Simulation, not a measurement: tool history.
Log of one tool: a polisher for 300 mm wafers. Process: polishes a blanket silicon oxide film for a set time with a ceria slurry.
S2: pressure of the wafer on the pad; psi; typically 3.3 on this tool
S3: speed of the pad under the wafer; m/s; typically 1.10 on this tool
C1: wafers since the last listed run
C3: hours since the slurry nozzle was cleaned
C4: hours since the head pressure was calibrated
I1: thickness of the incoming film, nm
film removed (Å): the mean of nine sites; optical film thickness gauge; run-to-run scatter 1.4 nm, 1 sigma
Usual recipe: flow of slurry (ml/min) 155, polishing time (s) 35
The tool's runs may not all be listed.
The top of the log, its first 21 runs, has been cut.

run 22 hour=299.2 | flow_of_slurry_(ml/min)=155 S2=3.3 S3=1.10 polishing_time_(s)=35 | C1=74 wafers_polished_on_this_pad=262 C3=258.7 C4=63.1 | I1=1822.5 | film_removed_(Å)=1402
-- hour=306.8 slurry nozzle cleaned
run 23 hour=329.2 | flow_of_slurry_(ml/min)=195 S2=3.3 S3=1.10 polishing_time_(s)=35 | C1=270 wafers_polished_on_this_pad=533 C3=22.4 C4=93.1 | I1=1778.7 | film_removed_(Å)=1551
run 24 hour=341.6 | flow_of_slurry_(ml/min)=180 S2=4.0 S3=0.88 polishing_time_(s)=43 | C1=115 wafers_polished_on_this_pad=649 C3=34.8 C4=105.5 | I1=1799.3 | film_removed_(Å)=1742
run 25 hour=357.2 | flow_of_slurry_(ml/min)=170 S2=2.2 S3=1.42 polishing_time_(s)=35 | C1=145 wafers_polished_on_this_pad=794 C3=50.4 C4=121.1 | I1=1834.4 | film_removed_(Å)=1407
run 26 hour=373.1 | flow_of_slurry_(ml/min)=115 S2=3.3 S3=1.10 polishing_time_(s)=35 | C1=148 wafers_polished_on_this_pad=943 C3=66.3 C4=137.0 | I1=1850.1 | film_removed_(Å)=1293
run 27 hour=382.8 | flow_of_slurry_(ml/min)=155 S2=3.3 S3=0.90 polishing_time_(s)=28 | C1=90 wafers_polished_on_this_pad=1034 C3=76.0 C4=146.7 | I1=1784.5 | film_removed_(Å)=923
run 28 hour=399.2 | flow_of_slurry_(ml/min)=185 S2=4.1 S3=1.30 polishing_time_(s)=42 | C1=153 wafers_polished_on_this_pad=1187 C3=92.4 C4=163.1 | I1=1821.9 | film_removed_(Å)=2415
-- hour=406.9 worn pad replaced by a new one
run 29 hour=447.2 | flow_of_slurry_(ml/min)=120 S2=2.9 S3=0.80 polishing_time_(s)=35 | C1=411 wafers_polished_on_this_pad=376 C3=140.4 C4=211.1 | I1=1783.4 | film_removed_(Å)=843
run 30 hour=462.3 | flow_of_slurry_(ml/min)=155 S2=3.3 S3=0.76 polishing_time_(s)=35 | C1=141 wafers_polished_on_this_pad=517 C3=155.5 C4=226.2 | I1=1835.9 | film_removed_(Å)=964
run 31 hour=472.2 | flow_of_slurry_(ml/min)=135 S2=2.7 S3=0.90 polishing_time_(s)=38 | C1=92 wafers_polished_on_this_pad=610 C3=165.4 C4=236.1 | I1=1815.8 | film_removed_(Å)=1003
run 32 hour=486.3 | flow_of_slurry_(ml/min)=135 S2=2.7 S3=0.90 polishing_time_(s)=38 | C1=131 wafers_polished_on_this_pad=742 C3=179.5 C4=250.2 | I1=1822.1 | film_removed_(Å)=974
run 33 hour=499.3 | flow_of_slurry_(ml/min)=190 S2=3.3 S3=1.10 polishing_time_(s)=35 | C1=121 wafers_polished_on_this_pad=863 C3=192.5 C4=263.2 | I1=1811.0 | film_removed_(Å)=1403
run 34 hour=506.3 | flow_of_slurry_(ml/min)=155 S2=3.3 S3=1.10 polishing_time_(s)=35 | C1=65 wafers_polished_on_this_pad=929 C3=199.5 C4=270.2 | I1=1814.5 | film_removed_(Å)=1337
run 35 hour=523.7 | flow_of_slurry_(ml/min)=155 S2=3.9 S3=1.10 polishing_time_(s)=35 | C1=162 wafers_polished_on_this_pad=1091 C3=216.9 C4=287.6 | I1=1794.4 | film_removed_(Å)=1494
run 36 hour=538.0 | flow_of_slurry_(ml/min)=155 S2=3.3 S3=1.10 polishing_time_(s)=35 | C1=133 wafers_polished_on_this_pad=1225 C3=231.2 C4=301.9 | I1=1774.6 | film_removed_(Å)=1281
run 37 hour=547.7 | flow_of_slurry_(ml/min)=190 S2=2.8 S3=1.36 polishing_time_(s)=46 | C1=90 wafers_polished_on_this_pad=1315 C3=240.9 C4=311.6 | I1=1796.9 | film_removed_(Å)=1941
run 38 hour=560.0 | flow_of_slurry_(ml/min)=130 S2=2.5 S3=1.10 polishing_time_(s)=35 | C1=114 wafers_polished_on_this_pad=1430 C3=253.2 C4=323.9 | I1=1793.8 | film_removed_(Å)=942

Branching from run 38: 3 alternative next runs. What would each branch give?
run A hour=560.4 | flow_of_slurry_(ml/min)=155 S2=3.3 S3=1.10 polishing_time_(s)=35 | C1=3 wafers_polished_on_this_pad=1434 C3=253.6 C4=324.3 | I1=1826.7 | film_removed_(Å)=?
run B hour=560.4 | flow_of_slurry_(ml/min)=115 S2=3.7 S3=1.24 polishing_time_(s)=24 | C1=3 wafers_polished_on_this_pad=1434 C3=253.6 C4=324.3 | I1=1826.7 | film_removed_(Å)=?
run C hour=560.4 | flow_of_slurry_(ml/min)=135 S2=3.3 S3=0.76 polishing_time_(s)=35 | C1=3 wafers_polished_on_this_pad=1434 C3=253.6 C4=324.3 | I1=1826.7 | film_removed_(Å)=?

run=A film_removed_(Å)=1253
run=B film_removed_(Å)=954
run=C film_removed_(Å)=827
Stripped of hidden state, with their random variation kept, the same runs would have yielded:
run=A film_removed_(Å)=1574
run=B film_removed_(Å)=1250
run=C film_removed_(Å)=1058
